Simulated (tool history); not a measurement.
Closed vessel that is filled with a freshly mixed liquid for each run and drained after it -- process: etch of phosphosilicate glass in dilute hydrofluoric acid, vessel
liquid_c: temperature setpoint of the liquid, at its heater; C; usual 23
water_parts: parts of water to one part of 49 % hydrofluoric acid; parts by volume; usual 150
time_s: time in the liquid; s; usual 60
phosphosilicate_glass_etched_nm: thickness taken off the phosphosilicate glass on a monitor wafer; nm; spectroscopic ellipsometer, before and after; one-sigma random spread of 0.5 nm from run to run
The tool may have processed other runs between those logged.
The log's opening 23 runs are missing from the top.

run	hour	liquid_c	water_parts	time_s	read-back film thickness of the phosphosilicate glass reference wafer, read on the same gauge (nm)	phosphosilicate_glass_etched_nm
# hour 1195.6: thermometer replaced
24	1284	27	90	90	120.02	166.36
25	1344	21.5	125	35	119.95	35.69
26	1376.7	19.5	115	45	120.03	46.88
27	1418.1	23	215	60	120.01	34.49
28	1512.4	26.5	80	60	120.06	123.13
29	1558.8	27.5	200	35	120.01	25.91
30	1617.8	27	150	60	119.97	61.58
31	1689.3	23	150	40	120.01	35.48

5 ways to go on from here, each from the tool as it stands after run 31. What would each give?
A	1690	23	150	60	?	?
B	1690	24.5	150	60	?	?
C	1690	20	85	80	?	?
D	1690	24.5	105	90	?	?
E	1690	28	150	85	?	?

run	read-back film thickness of the phosphosilicate glass reference wafer, read on the same gauge (nm)	phosphosilicate_glass_etched_nm
A	120.01	53.61
B	120.01	56.79
C	120.01	120.11
D	120.01	128.23
E	120.01	91.73
Stripped of hidden state, with their random variation kept, the same runs would have yielded:
run	phosphosilicate_glass_etched_nm
A	51.75
B	54.81
C	116.19
D	123.93
E	88.5

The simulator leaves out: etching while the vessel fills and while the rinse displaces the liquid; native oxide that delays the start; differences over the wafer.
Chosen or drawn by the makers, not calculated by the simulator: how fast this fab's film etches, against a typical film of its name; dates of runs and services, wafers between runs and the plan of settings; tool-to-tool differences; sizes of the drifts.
